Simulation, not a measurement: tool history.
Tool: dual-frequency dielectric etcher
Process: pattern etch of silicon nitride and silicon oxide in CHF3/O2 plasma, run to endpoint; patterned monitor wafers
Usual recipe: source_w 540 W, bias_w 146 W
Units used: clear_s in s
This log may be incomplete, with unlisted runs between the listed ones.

run   hour  source_w  bias_w  incoming incoming film thickness, nm  clear_s
  1    0.0       610     123                                 180.6    152.2
  2   29.5       540     146                                 180.1    152.7
  3   47.7       540     146                                 180.1    150.7
  4   71.5       480     146                                 179.2    162.4
  5  106.8       480     146                                 176.8    159.1
     145.3  -- wet clean of the chamber
     153.9  -- upper electrode replaced
  6  183.6       480     146                                 181.4    163.8
  7  204.8       540     146                                 182.2    155.5

Run 8, settings as shown, results not yet in. Your forecast:
     212.7  -- source power generator calibrated
  8  239.0       540     146                                 180.5        ?

clear_s: 152.6 s
Minus the tool's unlogged condition, the same run would have read clear_s 152.6 s.
